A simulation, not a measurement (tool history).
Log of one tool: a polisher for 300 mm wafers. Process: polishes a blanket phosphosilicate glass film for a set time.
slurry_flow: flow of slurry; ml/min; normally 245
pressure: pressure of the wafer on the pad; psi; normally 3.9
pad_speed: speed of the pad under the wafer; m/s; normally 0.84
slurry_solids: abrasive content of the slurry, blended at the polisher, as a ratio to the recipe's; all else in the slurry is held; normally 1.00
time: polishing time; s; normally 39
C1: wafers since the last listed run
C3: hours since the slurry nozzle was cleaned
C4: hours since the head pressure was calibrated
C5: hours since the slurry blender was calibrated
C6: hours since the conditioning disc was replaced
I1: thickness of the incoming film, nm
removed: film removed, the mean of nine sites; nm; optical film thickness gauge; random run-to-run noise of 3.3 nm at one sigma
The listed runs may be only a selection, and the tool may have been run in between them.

{"run": 1, "hour": 0.0, "slurry_flow": 245, "pressure": 3.9, "pad_speed": 0.84, "slurry_solids": 1.0, "time": 39, "C1": 0, "wafers polished on this pad": 804, "C3": 128.7, "C4": 117.1, "C5": 209.3, "C6": 41.3, "I1": 3455.4, "removed": 373.5}
{"run": 2, "hour": 52.5, "slurry_flow": 245, "pressure": 3.9, "pad_speed": 0.84, "slurry_solids": 1.0, "time": 39, "C1": 670, "wafers polished on this pad": 1474, "C3": 181.2, "C4": 169.6, "C5": 261.8, "C6": 93.8, "I1": 3355.1, "removed": 373.0}
{"run": 3, "hour": 118.4, "slurry_flow": 245, "pressure": 3.9, "pad_speed": 0.84, "slurry_solids": 1.0, "time": 39, "C1": 841, "wafers polished on this pad": 2316, "C3": 247.1, "C4": 235.5, "C5": 327.7, "C6": 159.7, "I1": 3428.2, "removed": 372.8}
{"hour": 144.6, "done": "slurry nozzle cleaned"}
{"run": 4, "hour": 160.9, "slurry_flow": 245, "pressure": 3.9, "pad_speed": 0.84, "slurry_solids": 1.0, "time": 39, "C1": 529, "wafers polished on this pad": 2846, "C3": 16.3, "C4": 278.0, "C5": 370.2, "C6": 202.2, "I1": 3379.5, "removed": 392.2}
{"hour": 198.3, "done": "slurry blender recalibrated"}
{"hour": 211.6, "done": "worn pad replaced by a new one"}
{"run": 5, "hour": 359.0, "slurry_flow": 245, "pressure": 2.8, "pad_speed": 0.84, "slurry_solids": 1.0, "time": 39, "C1": 2452, "wafers polished on this pad": 1881, "C3": 214.4, "C4": 476.1, "C5": 160.7, "C6": 400.3, "I1": 3408.6, "removed": 270.2}
{"hour": 390.5, "done": "slurry nozzle cleaned"}
{"run": 6, "hour": 424.2, "slurry_flow": 295, "pressure": 3.9, "pad_speed": 0.98, "slurry_solids": 1.0, "time": 39, "C1": 819, "wafers polished on this pad": 2701, "C3": 33.7, "C4": 541.3, "C5": 225.9, "C6": 465.5, "I1": 3417.2, "removed": 448.8}
{"hour": 460.5, "done": "worn pad replaced by a new one"}
{"hour": 493.2, "done": "head pressure recalibrated"}
{"hour": 500.9, "done": "conditioning disc replaced and pad reconditioned"}
{"hour": 594.7, "done": "slurry blender recalibrated"}
{"run": 7, "hour": 598.1, "slurry_flow": 295, "pressure": 3.9, "pad_speed": 0.98, "slurry_solids": 1.0, "time": 39, "C1": 2092, "wafers polished on this pad": 1680, "C3": 207.6, "C4": 104.9, "C5": 3.4, "C6": 97.2, "I1": 3396.2, "removed": 434.9}
{"run": 8, "hour": 651.8, "slurry_flow": 245, "pressure": 3.9, "pad_speed": 0.84, "slurry_solids": 0.85, "time": 47, "C1": 685, "wafers polished on this pad": 2366, "C3": 261.3, "C4": 158.6, "C5": 57.1, "C6": 150.9, "I1": 3383.5, "removed": 409.4}
{"hour": 676.3, "done": "slurry nozzle cleaned"}
{"hour": 715.7, "done": "worn pad replaced by a new one"}
{"run": 9, "hour": 716.2, "slurry_flow": 245, "pressure": 3.9, "pad_speed": 0.84, "slurry_solids": 0.85, "time": 47, "C1": 758, "wafers polished on this pad": 6, "C3": 39.9, "C4": 223.0, "C5": 121.5, "C6": 215.3, "I1": 3390.8, "removed": 422.0}
{"run": 10, "hour": 755.5, "slurry_flow": 245, "pressure": 3.9, "pad_speed": 0.84, "slurry_solids": 0.85, "time": 47, "C1": 501, "wafers polished on this pad": 508, "C3": 79.2, "C4": 262.3, "C5": 160.8, "C6": 254.6, "I1": 3399.2, "removed": 426.1}
{"run": 11, "hour": 785.3, "slurry_flow": 245, "pressure": 3.9, "pad_speed": 0.84, "slurry_solids": 1.0, "time": 39, "C1": 380, "wafers polished on this pad": 888, "C3": 109.0, "C4": 292.1, "C5": 190.6, "C6": 284.4, "I1": 3350.7, "removed": 382.3}
{"run": 12, "hour": 837.2, "slurry_flow": 245, "pressure": 3.9, "pad_speed": 0.84, "slurry_solids": 1.0, "time": 39, "C1": 662, "wafers polished on this pad": 1551, "C3": 160.9, "C4": 344.0, "C5": 242.5, "C6": 336.3, "I1": 3413.2, "removed": 381.3}
{"run": 13, "hour": 874.2, "slurry_flow": 245, "pressure": 3.0, "pad_speed": 0.84, "slurry_solids": 1.0, "time": 39, "C1": 472, "wafers polished on this pad": 2023, "C3": 197.9, "C4": 381.0, "C5": 279.5, "C6": 373.3, "I1": 3397.2, "removed": 292.3}
{"run": 14, "hour": 913.8, "slurry_flow": 245, "pressure": 2.8, "pad_speed": 1.04, "slurry_solids": 1.0, "time": 39, "C1": 505, "wafers polished on this pad": 2529, "C3": 237.5, "C4": 420.6, "C5": 319.1, "C6": 412.9, "I1": 3389.7, "removed": 320.3}
{"hour": 942.7, "done": "slurry blender recalibrated"}
{"hour": 947.5, "done": "conditioning disc replaced and pad reconditioned"}
{"run": 15, "hour": 980.7, "slurry_flow": 245, "pressure": 3.5, "pad_speed": 0.84, "slurry_solids": 1.0, "time": 39, "C1": 803, "wafers polished on this pad": 3332, "C3": 304.4, "C4": 487.5, "C5": 38.0, "C6": 33.2, "I1": 3432.2, "removed": 335.7}
{"hour": 989.9, "done": "slurry nozzle cleaned"}
{"hour": 1029.4, "done": "worn pad replaced by a new one"}
{"run": 16, "hour": 1043.2, "slurry_flow": 245, "pressure": 3.9, "pad_speed": 0.84, "slurry_solids": 1.0, "time": 39, "C1": 734, "wafers polished on this pad": 175, "C3": 53.3, "C4": 550.0, "C5": 100.5, "C6": 95.7, "I1": 3393.5, "removed": 386.7}
{"hour": 1054.2, "done": "head pressure recalibrated"}
{"run": 17, "hour": 1106.7, "slurry_flow": 245, "pressure": 3.9, "pad_speed": 0.84, "slurry_solids": 1.0, "time": 39, "C1": 785, "wafers polished on this pad": 961, "C3": 116.8, "C4": 52.5, "C5": 164.0, "C6": 159.2, "I1": 3349.7, "removed": 382.4}

What will run 18 give?
{"run": 18, "hour": 1134.8, "slurry_flow": 245, "pressure": 3.9, "pad_speed": 0.84, "slurry_solids": 0.85, "time": 47, "C1": 358, "wafers polished on this pad": 1320, "C3": 144.9, "C4": 80.6, "C5": 192.1, "C6": 187.3, "I1": 3392.4, "removed": "?"}

Run 18 produced removed 403.3 nm.
Had the tool carried no hidden state, the very same run would have given removed 423.7 nm.
